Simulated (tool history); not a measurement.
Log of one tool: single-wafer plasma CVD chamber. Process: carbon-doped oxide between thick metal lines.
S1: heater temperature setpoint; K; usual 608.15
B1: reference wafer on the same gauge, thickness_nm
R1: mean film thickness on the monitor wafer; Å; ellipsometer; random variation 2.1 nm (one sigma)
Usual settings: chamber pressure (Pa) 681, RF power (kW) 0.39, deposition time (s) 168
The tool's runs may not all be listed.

run 1 day=0 | S1=608.15 chamber_pressure_(Pa)=681 RF_power_(kW)=0.39 deposition_time_(s)=168 | B1=745.898 | R1=7875.17
run 2 day=1.425 | S1=608.15 chamber_pressure_(Pa)=681 RF_power_(kW)=0.39 deposition_time_(s)=168 | B1=750.553 | R1=7987.06
run 3 day=2.121 | S1=608.15 chamber_pressure_(Pa)=800 RF_power_(kW)=0.39 deposition_time_(s)=168 | B1=750.18 | R1=8121.22
run 4 day=3.092 | S1=608.15 chamber_pressure_(Pa)=800 RF_power_(kW)=0.39 deposition_time_(s)=168 | B1=748.713 | R1=8044.22
run 5 day=3.804 | S1=608.15 chamber_pressure_(Pa)=681 RF_power_(kW)=0.39 deposition_time_(s)=168 | B1=748.369 | R1=7944.65
run 6 day=4.638 | S1=608.15 chamber_pressure_(Pa)=681 RF_power_(kW)=0.39 deposition_time_(s)=168 | B1=748.362 | R1=7913.79
run 7 day=5.975 | S1=608.15 chamber_pressure_(Pa)=681 RF_power_(kW)=0.39 deposition_time_(s)=168 | B1=747.072 | R1=7886.25
run 8 day=7.1 | S1=608.15 chamber_pressure_(Pa)=627 RF_power_(kW)=0.39 deposition_time_(s)=168 | B1=746.249 | R1=7823.78
run 9 day=9.517 | S1=608.15 chamber_pressure_(Pa)=681 RF_power_(kW)=0.37 deposition_time_(s)=168 | B1=744.32 | R1=7574.59
run 10 day=10.738 | S1=608.15 chamber_pressure_(Pa)=681 RF_power_(kW)=0.39 deposition_time_(s)=168 | B1=751.431 | R1=7942.38
run 11 day=11.733 | S1=598.15 chamber_pressure_(Pa)=681 RF_power_(kW)=0.39 deposition_time_(s)=168 | B1=750.634 | R1=8169.45
run 12 day=12.808 | S1=608.15 chamber_pressure_(Pa)=681 RF_power_(kW)=0.39 deposition_time_(s)=168 | B1=750.226 | R1=7938.41
run 13 day=13.738 | S1=608.15 chamber_pressure_(Pa)=681 RF_power_(kW)=0.39 deposition_time_(s)=168 | B1=749.601 | R1=7941.11
run 14 day=14.938 | S1=608.15 chamber_pressure_(Pa)=681 RF_power_(kW)=0.325 deposition_time_(s)=168 | B1=748.345 | R1=6855.11
run 15 day=16.271 | S1=604.15 chamber_pressure_(Pa)=681 RF_power_(kW)=0.39 deposition_time_(s)=168 | B1=747.115 | R1=8001.93

Not shown: 6 entries that the log had between the listed runs. Between which runs, and how does the tool's hidden state differ before and after?
Between runs 1 and 2: gauge calibrated (day 1.225)
  gauge reads high (%): -0.721 -> -0.0869
  measured less the result without the state, R1: -57.19 -> -6.95 Å
Between runs 8 and 9: showerhead replaced (day 9.217)
  gauge reads high (%): -0.632 -> -0.864
  measured less the result without the state, R1: -49.73 -> -65.99 Å
Between runs 9 and 10: gauge calibrated (day 10.467)
  gauge reads high (%): -0.864 -> 0.0626
  measured less the result without the state, R1: -65.99 -> +4.97 Å
Between runs 11 and 12: RF generator calibrated (day 12.342); thermocouple changed; heater temperature recalibrated (day 12.367); capacitance manometer re-zeroed and calibrated (day 12.788)
  gauge reads high (%): -0.033 -> -0.136
  measured less the result without the state, R1: -2.7 -> -10.82 Å

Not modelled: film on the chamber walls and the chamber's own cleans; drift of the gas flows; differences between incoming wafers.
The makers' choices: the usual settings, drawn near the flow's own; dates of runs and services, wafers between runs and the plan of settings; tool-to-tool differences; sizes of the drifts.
